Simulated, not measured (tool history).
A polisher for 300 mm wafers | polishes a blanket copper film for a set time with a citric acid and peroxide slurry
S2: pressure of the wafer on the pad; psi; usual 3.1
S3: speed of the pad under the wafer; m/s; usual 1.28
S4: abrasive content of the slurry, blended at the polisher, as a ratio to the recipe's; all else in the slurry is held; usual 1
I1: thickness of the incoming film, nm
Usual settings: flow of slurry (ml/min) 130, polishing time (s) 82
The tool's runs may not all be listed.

Run 1, hour 0: usual settings but S3 1.54 m/s; I1 712.7. Result: film removed (nm) 247.8.
Run 2, hour 6.9: usual settings but S2 2.4 psi; I1 694.1. Result: film removed (nm) 159.
Run 3, hour 16: usual settings but S2 2.4 psi; I1 702.9. Result: film removed (nm) 154.7.
Run 4, hour 31.4: usual settings but S2 2.4 psi; I1 688.3. Result: film removed (nm) 156.1.
Run 5, hour 43.6: usual settings but S2 2.7 psi; I1 701.5. Result: film removed (nm) 174.9.
Run 6, hour 49.8: usual settings but S2 2.7 psi; I1 685.7. Result: film removed (nm) 175.4.
Run 7, hour 63.5: usual settings but flow of slurry (ml/min) 160; I1 711.9. Result: film removed (nm) 206.1.
At hour 68.5: worn pad replaced by a new one.
Run 8, hour 71.3: usual settings but flow of slurry (ml/min) 160; I1 692.8. Result: film removed (nm) 227.3.
At hour 84: slurry blender recalibrated.
Run 9, hour 85.3: usual settings but flow of slurry (ml/min) 160; I1 697.5. Result: film removed (nm) 221.7.
Run 10, hour 94: usual settings but flow of slurry (ml/min) 105; I1 698.1. Result: film removed (nm) 201.4.
Run 11, hour 105.2: usual settings but flow of slurry (ml/min) 160, polishing time (s) 90; I1 705.2. Result: film removed (nm) 236.9.
Run 12, hour 116.4: usual settings but flow of slurry (ml/min) 150; I1 689.8. Result: film removed (nm) 210.2.
Run 13, hour 130.4: usual settings but S2 3.4 psi, S4 1.1; I1 696.3. Result: film removed (nm) 228.8.
At hour 137.3: head pressure recalibrated.
Run 14, hour 139.6: usual settings but S2 3.8 psi, S4 0.85; I1 700.9. Result: film removed (nm) 242.6.
Run 15, hour 145.7: usual settings but flow of slurry (ml/min) 110; I1 705.9. Result: film removed (nm) 195.7.
Run 16, hour 159.8: usual settings but S4 1.2; I1 706.9. Result: film removed (nm) 208.4.
Run 17, hour 166.3: usual settings but S2 3.8 psi; I1 696. Result: film removed (nm) 244.3.
Run 18, hour 173.4: usual settings but S3 1 m/s, S4 0.7, polishing time (s) 90; I1 695.3. Result: film removed (nm) 161.1.
At hour 182.5: slurry nozzle cleaned.
At hour 187.5: worn pad replaced by a new one.
Run 19, hour 189.9: usual settings but S2 3.8 psi; I1 707.3. Result: film removed (nm) 291.6.
Run 20, hour 241.7: usual settings; I1 703. Result: film removed (nm) 223.6.
At hour 253.9: slurry blender recalibrated.
Run 21, hour 254.4: usual settings but S4 1.1, polishing time (s) 110; I1 699.7. Result: film removed (nm) 301.6.
Run 22, hour 267.2: usual settings but S2 3.6 psi, S3 1.58 m/s, S4 0.9, polishing time (s) 66; I1 705.3. Result: film removed (nm) 248.2.
Run 23, hour 280.4: usual settings but flow of slurry (ml/min) 145, S2 4.2 psi, polishing time (s) 109; I1 699.8. Result: film removed (nm) 392.8.
At hour 288.8: worn pad replaced by a new one.
Run 24, hour 292.8: usual settings; I1 696.7. Result: film removed (nm) 231.1.
Run 25, hour 316.4: usual settings but flow of slurry (ml/min) 95, S2 3.7 psi, S3 1.02 m/s, S4 1.2; I1 699.7. Result: film removed (nm) 208.1.
Run 26, hour 327: usual settings but flow of slurry (ml/min) 95, S3 1.02 m/s; I1 704. Result: film removed (nm) 166.

Forecast each of these 5 alternatives for the next run:
Run A, hour 327.4: usual settings but S4 1.25; I1 707.2. Result: film removed (nm) ?.
Run B, hour 327.4: usual settings but polishing time (s) 95; I1 707.2. Result: film removed (nm) ?.
Run C, hour 327.4: usual settings but flow of slurry (ml/min) 120, polishing time (s) 97; I1 707.2. Result: film removed (nm) ?.
Run D, hour 327.4: usual settings but flow of slurry (ml/min) 100, S4 0.8; I1 707.2. Result: film removed (nm) ?.
Run E, hour 327.4: usual settings but S2 2.1 psi; I1 707.2. Result: film removed (nm) ?.

run  film removed (nm)
  A              227.9
  B              252.9
  C              254.8
  D              200.4
  E              149.2
Without the tool's hidden state the same runs would have given:
run  film removed (nm)
  A              251.5
  B              279.1
  C              281.7
  D              222.4
  E              164.6
